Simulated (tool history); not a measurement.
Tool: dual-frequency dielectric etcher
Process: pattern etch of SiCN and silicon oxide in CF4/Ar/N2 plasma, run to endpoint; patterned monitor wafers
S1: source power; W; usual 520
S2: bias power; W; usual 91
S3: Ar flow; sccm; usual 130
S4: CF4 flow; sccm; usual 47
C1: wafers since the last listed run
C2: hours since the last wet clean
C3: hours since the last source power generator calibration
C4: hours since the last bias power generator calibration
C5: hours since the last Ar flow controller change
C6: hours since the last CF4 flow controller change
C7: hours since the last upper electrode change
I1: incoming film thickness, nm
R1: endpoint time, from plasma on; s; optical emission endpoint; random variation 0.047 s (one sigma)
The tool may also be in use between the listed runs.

| run | hour | S1 | S2 | S3 | S4 | C1 | C2 | C3 | C4 | C5 | C6 | C7 | I1 | R1 |
|---|---|---|---|---|---|---|---|---|---|---|---|---|---|---|
| 1 | 0.0 | 490 | 91 | 130 | 44 | 0 | 367.5 | 1868.0 | 2528.9 | 3238.0 | 3038.7 | 0.5 | 10.69 | 11.7 |
| 2 | 0.3 | 490 | 91 | 130 | 44 | 3 | 367.8 | 1868.3 | 2529.2 | 3238.3 | 3039.0 | 0.8 | 10.65 | 11.6 |
| 3 | 34.5 | 490 | 91 | 130 | 44 | 374 | 402.0 | 1902.5 | 2563.4 | 3272.5 | 3073.2 | 35.0 | 10.54 | 11.5 |
|  | 56.3 | Ar flow controller replaced |
| 4 | 56.8 | 520 | 91 | 130 | 47 | 178 | 424.3 | 1924.8 | 2585.7 | 0.5 | 3095.5 | 57.3 | 10.60 | 10.8 |
| 5 | 79.2 | 520 | 91 | 130 | 47 | 245 | 446.7 | 1947.2 | 2608.1 | 22.9 | 3117.9 | 79.7 | 10.58 | 10.8 |
| 6 | 94.7 | 520 | 91 | 130 | 47 | 169 | 462.2 | 1962.7 | 2623.6 | 38.4 | 3133.4 | 95.2 | 10.69 | 10.8 |
| 7 | 111.5 | 440 | 91 | 113 | 47 | 183 | 479.0 | 1979.5 | 2640.4 | 55.2 | 3150.2 | 112.0 | 10.58 | 12.6 |
| 8 | 125.5 | 520 | 91 | 130 | 38 | 153 | 493.0 | 1993.5 | 2654.4 | 69.2 | 3164.2 | 126.0 | 10.48 | 10.9 |
|  | 151.3 | CF4 flow controller replaced |
|  | 172.8 | wet clean of the chamber |
| 9 | 173.3 | 570 | 91 | 130 | 39 | 222 | 0.5 | 2041.3 | 2702.2 | 117.0 | 22.0 | 173.8 | 10.65 | 10.0 |
|  | 184.3 | bias power generator calibrated |
| 10 | 184.8 | 520 | 91 | 130 | 47 | 82 | 12.0 | 2052.8 | 0.5 | 128.5 | 33.5 | 185.3 | 10.67 | 10.9 |
| 11 | 213.2 | 630 | 91 | 147 | 47 | 310 | 40.4 | 2081.2 | 28.9 | 156.9 | 61.9 | 213.7 | 10.52 | 8.9 |
| 12 | 226.1 | 520 | 91 | 130 | 47 | 141 | 53.3 | 2094.1 | 41.8 | 169.8 | 74.8 | 226.6 | 10.63 | 10.9 |
| 13 | 249.7 | 520 | 91 | 100 | 47 | 258 | 76.9 | 2117.7 | 65.4 | 193.4 | 98.4 | 250.2 | 10.56 | 10.1 |
| 14 | 278.9 | 460 | 91 | 130 | 57 | 319 | 106.1 | 2146.9 | 94.6 | 222.6 | 127.6 | 279.4 | 10.69 | 12.3 |
| 15 | 295.2 | 520 | 91 | 141 | 56 | 178 | 122.4 | 2163.2 | 110.9 | 238.9 | 143.9 | 295.7 | 10.65 | 10.8 |
| 16 | 320.0 | 520 | 91 | 130 | 47 | 271 | 147.2 | 2188.0 | 135.7 | 263.7 | 168.7 | 320.5 | 10.63 | 10.7 |
|  | 328.1 | source power generator calibrated |
| 17 | 352.5 | 520 | 91 | 130 | 47 | 311 | 179.7 | 24.4 | 168.2 | 296.2 | 201.2 | 353.0 | 10.56 | 10.7 |
| 18 | 370.4 | 520 | 91 | 130 | 44 | 195 | 197.6 | 42.3 | 186.1 | 314.1 | 219.1 | 370.9 | 10.60 | 10.8 |
| 19 | 403.3 | 480 | 91 | 112 | 40 | 359 | 230.5 | 75.2 | 219.0 | 347.0 | 252.0 | 403.8 | 10.62 | 11.7 |
| 20 | 435.1 | 520 | 91 | 130 | 43 | 347 | 262.3 | 107.0 | 250.8 | 378.8 | 283.8 | 435.6 | 10.70 | 11.0 |
| 21 | 449.6 | 430 | 113 | 147 | 57 | 158 | 276.8 | 121.5 | 265.3 | 393.3 | 298.3 | 450.1 | 10.58 | 12.4 |
| 22 | 484.6 | 420 | 71 | 130 | 47 | 382 | 311.8 | 156.5 | 300.3 | 428.3 | 333.3 | 485.1 | 10.59 | 15.1 |
| 23 | 496.8 | 620 | 91 | 130 | 47 | 133 | 324.0 | 168.7 | 312.5 | 440.5 | 345.5 | 497.3 | 10.58 | 9.0 |
| 24 | 536.6 | 520 | 72 | 130 | 36 | 435 | 363.8 | 208.5 | 352.3 | 480.3 | 385.3 | 537.1 | 10.60 | 12.1 |
| 25 | 577.3 | 520 | 84 | 100 | 39 | 445 | 404.5 | 249.2 | 393.0 | 521.0 | 426.0 | 577.8 | 10.57 | 10.5 |

3 ways to go on from here, each from the tool as it stands after run 25. What would each give?
| A | 577.7 | 520 | 91 | 130 | 47 | 4 | 404.9 | 249.6 | 393.4 | 521.4 | 426.4 | 578.2 | 10.60 | ? |
| B | 577.7 | 520 | 103 | 130 | 47 | 4 | 404.9 | 249.6 | 393.4 | 521.4 | 426.4 | 578.2 | 10.60 | ? |
| C | 577.7 | 460 | 91 | 99 | 39 | 4 | 404.9 | 249.6 | 393.4 | 521.4 | 426.4 | 578.2 | 10.60 | ? |

| run | R1 |
|---|---|
| A | 10.7 |
| B | 10.2 |
| C | 11.8 |
Without the tool's hidden state the same runs would have given:
| run | R1 |
|---|---|
| A | 10.7 |
| B | 10.2 |
| C | 11.8 |

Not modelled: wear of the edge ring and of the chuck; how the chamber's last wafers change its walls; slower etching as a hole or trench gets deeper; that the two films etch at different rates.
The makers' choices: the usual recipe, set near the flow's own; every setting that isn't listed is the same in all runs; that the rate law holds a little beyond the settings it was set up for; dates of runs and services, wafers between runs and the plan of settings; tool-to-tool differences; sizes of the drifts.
